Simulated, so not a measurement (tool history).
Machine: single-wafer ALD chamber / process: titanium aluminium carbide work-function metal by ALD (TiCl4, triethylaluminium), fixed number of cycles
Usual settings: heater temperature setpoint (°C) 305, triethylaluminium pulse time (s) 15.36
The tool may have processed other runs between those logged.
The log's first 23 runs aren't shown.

run	hour	heater temperature setpoint (°C)	triethylaluminium pulse time (s)	read-back reference wafer on the same gauge, thickness_nm	mean film thickness on the monitor wafer (nm)
24	1288.0	305	15.36	2.286	2.161
25	1324.7	317	12.33	2.283	2.233
26	1366.2	305	15.36	2.277	2.160
27	1434.5	291	17.30	2.275	2.050
# hour 1457.2: gauge calibrated
28	1488.7	305	15.36	2.285	2.156
29	1534.2	305	11.10	2.284	2.110
30	1582.0	292	17.70	2.276	2.064
31	1621.2	312	15.36	2.282	2.212
32	1654.1	319	15.36	2.281	2.246

Consider 5 possible next runs. They are alternatives, not a sequence: every one starts from the tool as it was left by run 32. What does each give?
A	1654.5	305	10.96	?	?
B	1654.5	318	13.81	?	?
C	1654.5	291	21.26	?	?
D	1654.5	295	19.31	?	?
E	1654.5	318	15.36	?	?

run	read-back reference wafer on the same gauge, thickness_nm	mean film thickness on the monitor wafer (nm)
A	2.275	2.083
B	2.275	2.232
C	2.275	2.034
D	2.275	2.065
E	2.275	2.242
Without the tool's unlogged condition, the same runs would have read:
run	mean film thickness on the monitor wafer (nm)
A	2.083
B	2.232
C	2.034
D	2.065
E	2.242

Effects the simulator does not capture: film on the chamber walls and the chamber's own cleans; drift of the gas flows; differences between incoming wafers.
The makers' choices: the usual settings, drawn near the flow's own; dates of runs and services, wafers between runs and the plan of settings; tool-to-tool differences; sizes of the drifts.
